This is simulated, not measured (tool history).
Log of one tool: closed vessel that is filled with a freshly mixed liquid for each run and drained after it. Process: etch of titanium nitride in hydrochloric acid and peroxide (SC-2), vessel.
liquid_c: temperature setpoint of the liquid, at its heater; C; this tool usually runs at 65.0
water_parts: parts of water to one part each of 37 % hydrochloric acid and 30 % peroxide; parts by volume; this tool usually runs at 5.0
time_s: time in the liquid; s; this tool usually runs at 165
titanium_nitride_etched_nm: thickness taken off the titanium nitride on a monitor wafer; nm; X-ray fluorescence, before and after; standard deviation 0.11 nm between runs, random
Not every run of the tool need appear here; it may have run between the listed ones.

run	hour	liquid_c	water_parts	time_s	wafers since the last listed run	hours since the thermometer was replaced	hours since the chemicals flow meter was replaced	hours since the drum of peroxide was connected	hours since the gauge calibration	read-back film thickness of the titanium nitride reference wafer, read on the same gauge (nm)	titanium_nitride_etched_nm
1	0.0	65.0	5.0	165	0	106.8	265.8	603.5	1001.5	70.00	29.33
2	66.0	65.0	5.0	165	8668	172.8	331.8	669.5	1067.5	69.99	29.49
3	101.5	65.0	4.0	165	4662	208.3	367.3	705.0	1103.0	70.01	34.32
4	155.6	65.0	6.5	240	7105	262.4	421.4	759.1	1157.1	70.00	35.25
5	190.5	65.0	5.5	165	4583	297.3	456.3	794.0	1192.0	70.01	27.49
6	248.6	65.0	5.5	165	7631	355.4	514.4	852.1	1250.1	69.98	27.52
# hour 256.8: chemicals flow meter replaced
7	312.5	65.0	5.0	165	8261	419.3	55.7	916.0	1314.0	70.00	29.29
8	380.4	65.0	5.0	165	8918	487.2	123.6	983.9	1381.9	70.01	29.51
9	468.0	65.0	5.0	165	11505	574.8	211.2	1071.5	1469.5	70.02	29.36
10	513.0	65.0	6.0	165	5910	619.8	256.2	1116.5	1514.5	70.01	25.81
11	564.0	65.0	6.0	165	6698	670.8	307.2	1167.5	1565.5	70.00	25.75
# hour 584.4: new drum of peroxide connected
12	609.7	65.0	6.0	165	5871	716.5	352.9	25.3	1611.2	70.00	25.54
13	653.2	65.0	5.0	165	5713	760.0	396.4	68.8	1654.7	70.02	29.42
# hour 665.5: thermometer replaced
14	704.1	72.0	7.5	115	6554	38.6	447.3	119.7	1705.6	69.99	22.92
# hour 719.5: gauge calibrated
# hour 761.2: chemicals flow meter replaced
15	762.5	60.5	6.0	120	7539	97.0	1.3	178.1	43.0	69.99	14.07
16	817.2	62.0	5.0	220	7184	151.7	56.0	232.8	97.7	70.00	32.47
17	881.6	72.0	7.5	220	8458	216.1	120.4	297.2	162.1	70.00	43.94
18	941.1	72.0	4.0	205	7814	275.6	179.9	356.7	221.6	70.00	64.95
19	985.1	65.0	5.0	165	5779	319.6	223.9	400.7	265.6	69.97	29.44
20	1026.3	72.0	5.0	80	5411	360.8	265.1	441.9	306.8	69.99	21.64
21	1078.8	65.0	5.0	165	6895	413.3	317.6	494.4	359.3	70.00	29.16
22	1122.8	69.5	6.0	165	5779	457.3	361.6	538.4	403.3	69.99	33.44
23	1156.5	65.0	5.0	165	4426	491.0	395.3	572.1	437.0	69.99	29.37
# hour 1168.9: chemicals flow meter replaced
24	1194.9	62.0	7.5	115	4912	529.4	26.0	610.5	475.4	70.01	12.47
25	1258.0	60.0	4.0	240	8287	592.5	89.1	673.6	538.5	69.99	36.60
26	1284.9	71.0	4.0	115	3533	619.4	116.0	700.5	565.4	70.01	34.29
# hour 1287.3: thermometer replaced
27	1342.4	65.0	5.0	165	7420	55.1	173.5	758.0	622.9	70.00	29.50
28	1384.8	65.0	5.0	195	5568	97.5	215.9	800.4	665.3	69.97	34.67

For run 29, what comes out?
29	1424.4	65.0	6.5	75	5201	137.1	255.5	840.0	704.9	?	?

Run 29 gave read-back film thickness of the titanium nitride reference wafer, read on the same gauge (nm) 69.98, titanium_nitride_etched_nm 11.03 nm.
Without the tool's hidden state the same run would have given titanium_nitride_etched_nm 11.03 nm.
